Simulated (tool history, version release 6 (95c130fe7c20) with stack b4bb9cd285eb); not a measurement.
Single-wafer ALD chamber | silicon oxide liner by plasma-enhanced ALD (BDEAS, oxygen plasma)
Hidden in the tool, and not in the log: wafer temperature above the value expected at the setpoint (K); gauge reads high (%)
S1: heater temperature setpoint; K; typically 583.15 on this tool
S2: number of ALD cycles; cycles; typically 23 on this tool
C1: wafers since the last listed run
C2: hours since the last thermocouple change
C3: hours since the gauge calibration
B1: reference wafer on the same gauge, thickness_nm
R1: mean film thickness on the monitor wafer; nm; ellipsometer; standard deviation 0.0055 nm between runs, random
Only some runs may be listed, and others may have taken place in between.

run    hour      S1  S2    C1      C2      C3     B1     R1
  1     0.0  583.15  26     0  1999.2   569.4  2.570  2.506
  2   286.7  583.15  23  3475  2285.9   856.1  2.569  2.209
  3   358.6  583.15  23   871  2357.8   928.0  2.570  2.214
  4   448.6  583.15  23  1091  2447.8  1018.0  2.570  2.215
  5   510.5  583.15  23   750  2509.7  1079.9  2.570  2.223
  6   601.2  587.15  20  1099  2600.4  1170.6  2.570  1.925
  7   648.0  587.15  20   567  2647.2  1217.4  2.570  1.925
  8   720.8  583.15  23   882  2720.0  1290.2  2.569  2.216
  9   798.1  583.15  23   937  2797.3  1367.5  2.570  2.215
 10   896.3  583.15  23  1190  2895.5  1465.7  2.570  2.223
 11   983.5  586.15  23  1057  2982.7  1552.9  2.570  2.212
 12  1071.0  586.15  23  1060  3070.2  1640.4  2.571  2.213
 13  1157.9  586.15  23  1053  3157.1  1727.3  2.569  2.209
     1170.2  -- thermocouple changed; heater temperature recalibrated
 14  1253.7  591.15  24  1064    83.5  1823.1  2.570  2.295
 15  1355.2  591.15  24  1230   185.0  1924.6  2.571  2.284
 16  1462.8  591.15  24  1304   292.6  2032.2  2.570  2.289
 17  1526.5  583.15  23   772   356.3  2095.9  2.571  2.222
 18  1617.5  583.15  23  1103   447.3  2186.9  2.571  2.220
 19  1696.4  583.15  23   956   526.2  2265.8  2.568  2.224
 20  1738.9  576.15  20   515   568.7  2308.3  2.571  1.945
 21  1797.8  569.15  25   714   627.6  2367.2  2.569  2.469
     1847.8  -- gauge calibrated
 22  1855.8  583.15  23   703   685.6     8.0  2.571  2.219
 23  1904.9  583.15  23   595   734.7    57.1  2.569  2.218

Estimate the outcome of run 24 from the log above:
 24  1980.2  570.15  23  912  810.0  132.4   ?   ?

B1: 2.570
R1: 2.255 nm
The same run, on a tool lacking any hidden state, would have yielded R1 2.255 nm.

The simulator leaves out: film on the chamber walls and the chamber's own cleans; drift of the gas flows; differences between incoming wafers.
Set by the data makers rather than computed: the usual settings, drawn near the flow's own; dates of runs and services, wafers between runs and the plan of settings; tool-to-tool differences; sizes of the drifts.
